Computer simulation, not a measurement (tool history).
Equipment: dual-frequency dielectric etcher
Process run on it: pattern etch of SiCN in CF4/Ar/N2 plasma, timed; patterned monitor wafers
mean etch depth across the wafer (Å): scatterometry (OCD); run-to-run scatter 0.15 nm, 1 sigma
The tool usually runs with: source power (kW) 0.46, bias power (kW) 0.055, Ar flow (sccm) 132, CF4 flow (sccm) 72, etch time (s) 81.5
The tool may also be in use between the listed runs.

run    hour  source power (kW)  bias power (kW)  Ar flow (sccm)  CF4 flow (sccm)  etch time (s)  read-back reference wafer on the same gauge, depth_nm  mean etch depth across the wafer (Å)
  1       0               0.46            0.055             132               72           81.5                                                   73.4                                   675
  2    81.1               0.46            0.055             132               72           81.5                                                   73.4                                   679
  3     123               0.46            0.055             132               72           81.5                                                   73.4                                   678
  4   194.4               0.46            0.055             132               72           81.5                                                   73.5                                   678
  5   249.7               0.46            0.055             132               72           81.5                                                   73.4                                   675
  6   352.7               0.46            0.055             132               72           81.5                                                   73.3                                   676
  7     396               0.46            0.055             132               72           81.5                                                   73.4                                   676
      424.3  -- wet clean of the chamber
  8   437.1               0.46            0.055             132               72           81.5                                                   73.5                                   676
  9   504.6               0.49            0.055             153               85           81.5                                                   73.4                                   688
      626.5  -- upper electrode replaced
      644.9  -- bias power generator calibrated
      670.3  -- CF4 flow controller replaced
      685.3  -- gauge calibrated
        722  -- source power generator calibrated
 10     783               0.42            0.055             132               72           81.5                                                   73.3                                   643
 11   826.6               0.41             0.05             108               72            103                                                   73.5                                   831
      925.1  -- wet clean of the chamber
 12   925.6               0.46            0.055             132               72           81.5                                                   73.5                                   680
      969.8  -- Ar flow controller replaced
 13   992.6               0.46            0.062             132               64           81.5                                                   73.3                                   690
 14  1062.3               0.46            0.055             132               72          101.5                                                   73.3                                   843
 15  1152.4               0.46            0.055             132               72           81.5                                                   73.4                                   675
 16  1215.7               0.42            0.055             157               84             68                                                   73.4                                   523
 17    1275               0.46            0.055             132               72           81.5                                                   73.4                                   676

5 options for the next run, each taken on its own from the tool as it stands now. Forecast them:
  A  1275.4               0.46            0.055             132               72           81.5                                                      ?                                     ?
  B  1275.4                0.5            0.063             149               87           81.5                                                      ?                                     ?
  C  1275.4               0.36             0.05             132               56           81.5                                                      ?                                     ?
  D  1275.4               0.57            0.055             154               72           81.5                                                      ?                                     ?
  E  1275.4               0.46            0.055             163               72           81.5                                                      ?                                     ?

run  read-back reference wafer on the same gauge, depth_nm  mean etch depth across the wafer (Å)
  A                                                   73.4                                   677
  B                                                   73.4                                   732
  C                                                   73.4                                   560
  D                                                   73.4                                   736
  E                                                   73.4                                   639
Had the tool no hidden state, the same runs would have come out as:
run  mean etch depth across the wafer (Å)
  A                                   677
  B                                   732
  C                                   560
  D                                   736
  E                                   639
